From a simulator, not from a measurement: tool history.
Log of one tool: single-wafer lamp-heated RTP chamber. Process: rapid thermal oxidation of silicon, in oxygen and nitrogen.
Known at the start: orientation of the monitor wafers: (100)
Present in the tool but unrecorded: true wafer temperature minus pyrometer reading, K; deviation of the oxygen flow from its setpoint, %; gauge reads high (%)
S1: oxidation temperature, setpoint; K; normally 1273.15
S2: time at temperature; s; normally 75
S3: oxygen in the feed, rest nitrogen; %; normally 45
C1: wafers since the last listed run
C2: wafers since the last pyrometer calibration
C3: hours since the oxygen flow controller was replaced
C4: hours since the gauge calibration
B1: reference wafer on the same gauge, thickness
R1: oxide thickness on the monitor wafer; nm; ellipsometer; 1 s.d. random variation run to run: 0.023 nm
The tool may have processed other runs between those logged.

run,hour,S1,S2,S3,C1,C2,C3,C4,B1,R1
1,0.0,1273.15,75,45,0,5072,1886.2,146.0,5.981,5.282
2,17.4,1284.15,75,45,172,5245,1903.6,163.4,5.983,5.654
3,51.6,1273.15,75,45,339,5585,1937.8,197.6,5.983,5.278
4,79.2,1273.15,75,45,274,5859,1965.4,225.2,5.998,5.264
5,100.2,1273.15,75,45,208,6067,1986.4,246.2,6.010,5.272
6,116.4,1273.15,75,45,160,6228,2002.6,262.4,6.003,5.290
7,131.3,1273.15,75,45,147,6376,2017.5,277.3,6.009,5.301
8,162.6,1273.15,75,45,310,6687,2048.8,308.6,6.009,5.294
# hour 176.7: oxygen flow controller replaced
# hour 220.9: pyrometer window cleaned and pyrometer calibrated
9,258.1,1273.15,75,45,789,369,81.4,404.1,6.054,5.329
10,284.8,1282.15,103,36,265,634,108.1,430.8,6.054,6.077
11,302.0,1302.15,55,25,170,805,125.3,448.0,6.053,4.720
12,314.0,1284.15,75,45,119,924,137.3,460.0,6.070,5.762
13,349.4,1294.15,62,31,351,1275,172.7,495.4,6.096,5.039
# hour 360.3: gauge calibrated
14,374.2,1273.15,75,45,246,1522,197.5,13.9,5.970,5.265
15,428.3,1273.15,75,37,537,2059,251.6,68.0,5.985,4.975
16,444.9,1294.15,62,31,164,2224,268.2,84.6,5.974,4.945
17,471.0,1273.15,94,45,259,2483,294.3,110.7,5.980,5.816

Branching from run 17: 3 alternative next runs. What would each branch give?
A,471.4,1273.15,65,45,3,2487,294.7,111.1,?,?
B,471.4,1290.15,102,61,3,2487,294.7,111.1,?,?
C,471.4,1250.15,48,36,3,2487,294.7,111.1,?,?

run,B1,R1
A,5.982,4.945
B,5.982,7.543
C,5.982,3.557
The same runs, with their run-to-run variation unchanged, on a tool lacking any hidden condition would have given:
run,R1
A,4.937
B,7.531
C,3.551
